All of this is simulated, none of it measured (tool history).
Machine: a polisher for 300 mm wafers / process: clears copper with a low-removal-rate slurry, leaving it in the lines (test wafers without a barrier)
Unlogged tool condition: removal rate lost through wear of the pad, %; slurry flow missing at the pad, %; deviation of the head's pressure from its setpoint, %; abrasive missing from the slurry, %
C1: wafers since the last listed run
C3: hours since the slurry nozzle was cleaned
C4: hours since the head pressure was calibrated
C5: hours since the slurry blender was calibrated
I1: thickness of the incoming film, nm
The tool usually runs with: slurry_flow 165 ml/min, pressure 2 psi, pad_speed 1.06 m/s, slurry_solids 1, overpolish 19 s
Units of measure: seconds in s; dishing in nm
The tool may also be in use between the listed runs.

run 1 hour=0 | slurry_flow=165 pressure=2 pad_speed=1.06 slurry_solids=1.25 overpolish=19 | C1=0 wafers_polished_on_this_pad=479 C3=179.6 C4=660.6 C5=81.3 | I1=356.7 | seconds=199.2 dishing=16.9
run 2 hour=6.1 | slurry_flow=165 pressure=2 pad_speed=1.06 slurry_solids=1 overpolish=19 | C1=40 wafers_polished_on_this_pad=519 C3=185.7 C4=666.7 C5=87.4 | I1=348.7 | seconds=208.3 dishing=16.8
run 3 hour=14.5 | slurry_flow=165 pressure=2 pad_speed=1.06 slurry_solids=1 overpolish=19 | C1=55 wafers_polished_on_this_pad=575 C3=194.1 C4=675.1 C5=95.8 | I1=351.2 | seconds=204.4 dishing=15.9
run 4 hour=21.1 | slurry_flow=165 pressure=2 pad_speed=1.06 slurry_solids=1 overpolish=19 | C1=43 wafers_polished_on_this_pad=619 C3=200.7 C4=681.7 C5=102.4 | I1=348.8 | seconds=204.5 dishing=16.2
-- hour=29.2 worn pad replaced by a new one
run 5 hour=75.1 | slurry_flow=165 pressure=2 pad_speed=1.06 slurry_solids=1 overpolish=19 | C1=332 wafers_polished_on_this_pad=304 C3=254.7 C4=735.7 C5=156.4 | I1=355.6 | seconds=219.8 dishing=16.1
run 6 hour=81.8 | slurry_flow=165 pressure=2 pad_speed=1.06 slurry_solids=1 overpolish=19 | C1=44 wafers_polished_on_this_pad=349 C3=261.4 C4=742.4 C5=163.1 | I1=354.6 | seconds=214.8 dishing=16.6
run 7 hour=95.4 | slurry_flow=165 pressure=2 pad_speed=0.78 slurry_solids=1 overpolish=19 | C1=90 wafers_polished_on_this_pad=439 C3=275 C4=756 C5=176.7 | I1=347.2 | seconds=282.1 dishing=13.3
-- hour=102.1 head pressure recalibrated
run 8 hour=110.6 | slurry_flow=165 pressure=2 pad_speed=0.78 slurry_solids=1 overpolish=19 | C1=87 wafers_polished_on_this_pad=527 C3=290.2 C4=8.5 C5=191.9 | I1=350.8 | seconds=265.2 dishing=14.2
-- hour=122.7 worn pad replaced by a new one
run 9 hour=123.9 | slurry_flow=165 pressure=2 pad_speed=1.06 slurry_solids=1 overpolish=19 | C1=61 wafers_polished_on_this_pad=8 C3=303.5 C4=21.8 C5=205.2 | I1=346.9 | seconds=191.8 dishing=17.1
run 10 hour=140.7 | slurry_flow=165 pressure=2 pad_speed=1.06 slurry_solids=1 overpolish=19 | C1=111 wafers_polished_on_this_pad=119 C3=320.3 C4=38.6 C5=222 | I1=352.6 | seconds=193.2 dishing=16.7
run 11 hour=148.6 | slurry_flow=165 pressure=2 pad_speed=1.06 slurry_solids=1 overpolish=19 | C1=52 wafers_polished_on_this_pad=172 C3=328.2 C4=46.5 C5=229.9 | I1=348.4 | seconds=192.4 dishing=16.6
run 12 hour=163.5 | slurry_flow=165 pressure=2 pad_speed=1.06 slurry_solids=1 overpolish=19 | C1=98 wafers_polished_on_this_pad=271 C3=343.1 C4=61.4 C5=244.8 | I1=354 | seconds=200.4 dishing=16.7
run 13 hour=175.7 | slurry_flow=130 pressure=2 pad_speed=1.06 slurry_solids=1 overpolish=25 | C1=81 wafers_polished_on_this_pad=352 C3=355.3 C4=73.6 C5=257 | I1=356.3 | seconds=208.9 dishing=19.3
-- hour=191.1 slurry nozzle cleaned
run 14 hour=193.6 | slurry_flow=165 pressure=2 pad_speed=1.06 slurry_solids=1 overpolish=19 | C1=112 wafers_polished_on_this_pad=464 C3=2.5 C4=91.5 C5=274.9 | I1=344.3 | seconds=202.1 dishing=16.9
run 15 hour=208.6 | slurry_flow=165 pressure=2 pad_speed=1.06 slurry_solids=1 overpolish=29 | C1=99 wafers_polished_on_this_pad=564 C3=17.5 C4=106.5 C5=289.9 | I1=349.7 | seconds=200.8 dishing=21.1
-- hour=221.7 worn pad replaced by a new one
run 16 hour=222.1 | slurry_flow=220 pressure=2.3 pad_speed=1.06 slurry_solids=1 overpolish=19 | C1=63 wafers_polished_on_this_pad=2 C3=31 C4=120 C5=303.4 | I1=349.7 | seconds=179.5 dishing=18.1
run 17 hour=228.3 | slurry_flow=165 pressure=2.4 pad_speed=1.06 slurry_solids=0.9 overpolish=25 | C1=41 wafers_polished_on_this_pad=44 C3=37.2 C4=126.2 C5=309.6 | I1=346.7 | seconds=182.2 dishing=19.8
-- hour=249.1 slurry blender recalibrated
run 18 hour=264.2 | slurry_flow=165 pressure=2 pad_speed=1.06 slurry_solids=1 overpolish=19 | C1=225 wafers_polished_on_this_pad=269 C3=73.1 C4=162.1 C5=15.1 | I1=356.5 | seconds=200.4 dishing=17.5
run 19 hour=276.5 | slurry_flow=165 pressure=2.5 pad_speed=1.34 slurry_solids=1 overpolish=11 | C1=81 wafers_polished_on_this_pad=350 C3=85.4 C4=174.4 C5=27.4 | I1=350.2 | seconds=132.7 dishing=15.7
run 20 hour=286.1 | slurry_flow=165 pressure=2 pad_speed=1.06 slurry_solids=1 overpolish=19 | C1=63 wafers_polished_on_this_pad=414 C3=95 C4=184 C5=37 | I1=357.1 | seconds=196.9 dishing=16.8
run 21 hour=304.9 | slurry_flow=165 pressure=2.2 pad_speed=0.72 slurry_solids=1 overpolish=22 | C1=124 wafers_polished_on_this_pad=539 C3=113.8 C4=202.8 C5=55.8 | I1=353.6 | seconds=276.2 dishing=15.2
run 22 hour=313.1 | slurry_flow=140 pressure=2.6 pad_speed=1.06 slurry_solids=0.8 overpolish=19 | C1=54 wafers_polished_on_this_pad=593 C3=122 C4=211 C5=64 | I1=352.7 | seconds=179.7 dishing=18
-- hour=324.1 worn pad replaced by a new one
run 23 hour=324.6 | slurry_flow=165 pressure=2 pad_speed=0.94 slurry_solids=1 overpolish=19 | C1=49 wafers_polished_on_this_pad=3 C3=133.5 C4=222.5 C5=75.5 | I1=356.6 | seconds=230.5 dishing=15.4
run 24 hour=335.6 | slurry_flow=165 pressure=2 pad_speed=1.06 slurry_solids=1 overpolish=19 | C1=73 wafers_polished_on_this_pad=76 C3=144.5 C4=233.5 C5=86.5 | I1=355.6 | seconds=203.7 dishing=17
run 25 hour=347.4 | slurry_flow=165 pressure=2 pad_speed=1.06 slurry_solids=1.2 overpolish=16 | C1=78 wafers_polished_on_this_pad=154 C3=156.3 C4=245.3 C5=98.3 | I1=357.5 | seconds=191 dishing=15.6
run 26 hour=353.9 | slurry_flow=165 pressure=2 pad_speed=1.06 slurry_solids=1 overpolish=19 | C1=43 wafers_polished_on_this_pad=197 C3=162.8 C4=251.8 C5=104.8 | I1=352.3 | seconds=199.9 dishing=17
run 27 hour=362.9 | slurry_flow=105 pressure=2.3 pad_speed=0.78 slurry_solids=0.85 overpolish=19 | C1=59 wafers_polished_on_this_pad=257 C3=171.8 C4=260.8 C5=113.8 | I1=347.9 | seconds=263.6 dishing=13.8
run 28 hour=374.3 | slurry_flow=165 pressure=1.5 pad_speed=1.06 slurry_solids=1 overpolish=19 | C1=75 wafers_polished_on_this_pad=333 C3=183.2 C4=272.2 C5=125.2 | I1=350.8 | seconds=236.4 dishing=14.7
run 29 hour=384 | slurry_flow=165 pressure=2 pad_speed=1.06 slurry_solids=1 overpolish=19 | C1=64 wafers_polished_on_this_pad=397 C3=192.9 C4=281.9 C5=134.9 | I1=351.9 | seconds=204.6 dishing=16.5

Hidden state, per run?
removal rate lost through wear of the pad, %: 0, the same for each run
slurry flow missing at the pad, %: 0, the same for each run
H1: deviation of the head's pressure from its setpoint, %
H2: abrasive missing from the slurry, %
run=1 H1=-12.5 H2=3.47
run=2 H1=-12.6 H2=3.75
run=3 H1=-12.7 H2=4.15
run=4 H1=-12.8 H2=4.5
run=5 H1=-13.8 H2=8.21
run=6 H1=-13.9 H2=8.78
run=7 H1=-14.1 H2=10
run=8 H1=-0.29 H2=11.5
run=9 H1=-0.521 H2=12.9
run=10 H1=-0.813 H2=14.8
run=11 H1=-0.951 H2=15.8
run=12 H1=-1.21 H2=17.6
run=13 H1=-1.42 H2=19.3
run=14 H1=-1.73 H2=21.8
run=15 H1=-1.99 H2=24
run=16 H1=-2.23 H2=26.2
run=17 H1=-2.34 H2=27.2
run=18 H1=-2.96 H2=7.56
run=19 H1=-3.17 H2=7.7
run=20 H1=-3.34 H2=7.86
run=21 H1=-3.67 H2=8.32
run=22 H1=-3.81 H2=8.59
run=23 H1=-4.01 H2=9.01
run=24 H1=-4.2 H2=9.48
run=25 H1=-4.41 H2=10.1
run=26 H1=-4.52 H2=10.4
run=27 H1=-4.68 H2=10.9
run=28 H1=-4.87 H2=11.7
run=29 H1=-5.04 H2=12.3
